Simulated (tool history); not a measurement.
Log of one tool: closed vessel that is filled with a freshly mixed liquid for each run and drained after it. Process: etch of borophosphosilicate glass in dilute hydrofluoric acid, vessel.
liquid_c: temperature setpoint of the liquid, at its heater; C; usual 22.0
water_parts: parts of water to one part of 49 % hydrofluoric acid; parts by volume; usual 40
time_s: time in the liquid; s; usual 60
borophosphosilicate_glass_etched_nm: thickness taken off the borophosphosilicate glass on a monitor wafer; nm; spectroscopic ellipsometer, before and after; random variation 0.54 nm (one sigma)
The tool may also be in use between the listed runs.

| run | hour | liquid_c | water_parts | time_s | read-back film thickness of the borophosphosilicate glass reference wafer, read on the same gauge (nm) | borophosphosilicate_glass_etched_nm |
|---|---|---|---|---|---|---|
| 1 | 0.0 | 22.0 | 40 | 40 | 72.20 | 49.98 |
| 2 | 63.6 | 22.0 | 50 | 60 | 72.18 | 59.37 |
| 3 | 140.5 | 22.0 | 50 | 60 | 72.21 | 58.92 |
| 4 | 204.1 | 22.0 | 40 | 60 | 72.25 | 74.33 |
| 5 | 280.5 | 22.0 | 40 | 60 | 72.23 | 74.86 |
| 6 | 340.1 | 22.0 | 30 | 85 | 72.27 | 143.36 |
|  | 352.9 | thermometer replaced |
| 7 | 394.4 | 22.0 | 30 | 85 | 72.22 | 143.62 |
| 8 | 486.7 | 22.0 | 30 | 85 | 72.27 | 143.72 |
| 9 | 566.5 | 22.0 | 40 | 60 | 72.30 | 74.91 |
| 10 | 602.9 | 22.0 | 40 | 60 | 72.27 | 76.31 |
| 11 | 679.5 | 22.0 | 40 | 60 | 72.33 | 73.97 |
| 12 | 751.5 | 22.0 | 40 | 90 | 72.33 | 112.62 |
| 13 | 788.3 | 20.5 | 50 | 35 | 72.28 | 32.00 |
| 14 | 873.3 | 24.5 | 40 | 30 | 72.29 | 41.60 |
| 15 | 967.7 | 26.5 | 40 | 75 | 72.34 | 113.53 |
| 16 | 1025.8 | 22.0 | 40 | 60 | 72.35 | 74.44 |
| 17 | 1081.2 | 20.5 | 30 | 35 | 72.36 | 55.35 |
|  | 1116.5 | gauge calibrated |
| 18 | 1149.7 | 22.0 | 55 | 90 | 70.00 | 77.28 |
|  | 1220.5 | hydrofluoric acid flow meter replaced |
| 19 | 1226.9 | 22.0 | 40 | 60 | 70.17 | 73.15 |
| 20 | 1309.6 | 19.0 | 40 | 60 | 70.33 | 64.52 |
| 21 | 1396.6 | 20.0 | 30 | 60 | 70.46 | 91.16 |
| 22 | 1471.1 | 25.5 | 50 | 80 | 70.59 | 87.97 |
| 23 | 1575.4 | 22.0 | 40 | 60 | 70.76 | 72.46 |
| 24 | 1658.9 | 22.0 | 45 | 60 | 70.93 | 64.86 |
| 25 | 1747.8 | 22.0 | 60 | 30 | 71.02 | 23.90 |
| 26 | 1858.8 | 22.0 | 40 | 70 | 71.17 | 86.66 |
| 27 | 1914.2 | 22.0 | 25 | 90 | 71.21 | 179.30 |
| 28 | 1974.2 | 25.5 | 40 | 60 | 71.24 | 84.15 |
| 29 | 2018.7 | 22.0 | 40 | 60 | 71.28 | 73.85 |
| 30 | 2055.3 | 22.0 | 25 | 60 | 71.35 | 120.02 |
| 31 | 2171.2 | 18.5 | 40 | 60 | 71.42 | 63.60 |
| 32 | 2232.9 | 26.5 | 35 | 35 | 71.49 | 60.89 |

Forecast each of these 4 alternatives for the next run:
| A | 2233.6 | 22.0 | 40 | 75 | ? | ? |
| B | 2233.6 | 27.0 | 45 | 90 | ? | ? |
| C | 2233.6 | 18.0 | 30 | 70 | ? | ? |
| D | 2233.6 | 24.0 | 60 | 90 | ? | ? |

| run | read-back film thickness of the borophosphosilicate glass reference wafer, read on the same gauge (nm) | borophosphosilicate_glass_etched_nm |
|---|---|---|
| A | 71.50 | 92.68 |
| B | 71.50 | 120.68 |
| C | 71.50 | 98.32 |
| D | 71.50 | 78.50 |
Without the tool's hidden state the same runs would have given:
| run | borophosphosilicate_glass_etched_nm |
|---|---|
| A | 90.76 |
| B | 118.18 |
| C | 96.28 |
| D | 76.88 |

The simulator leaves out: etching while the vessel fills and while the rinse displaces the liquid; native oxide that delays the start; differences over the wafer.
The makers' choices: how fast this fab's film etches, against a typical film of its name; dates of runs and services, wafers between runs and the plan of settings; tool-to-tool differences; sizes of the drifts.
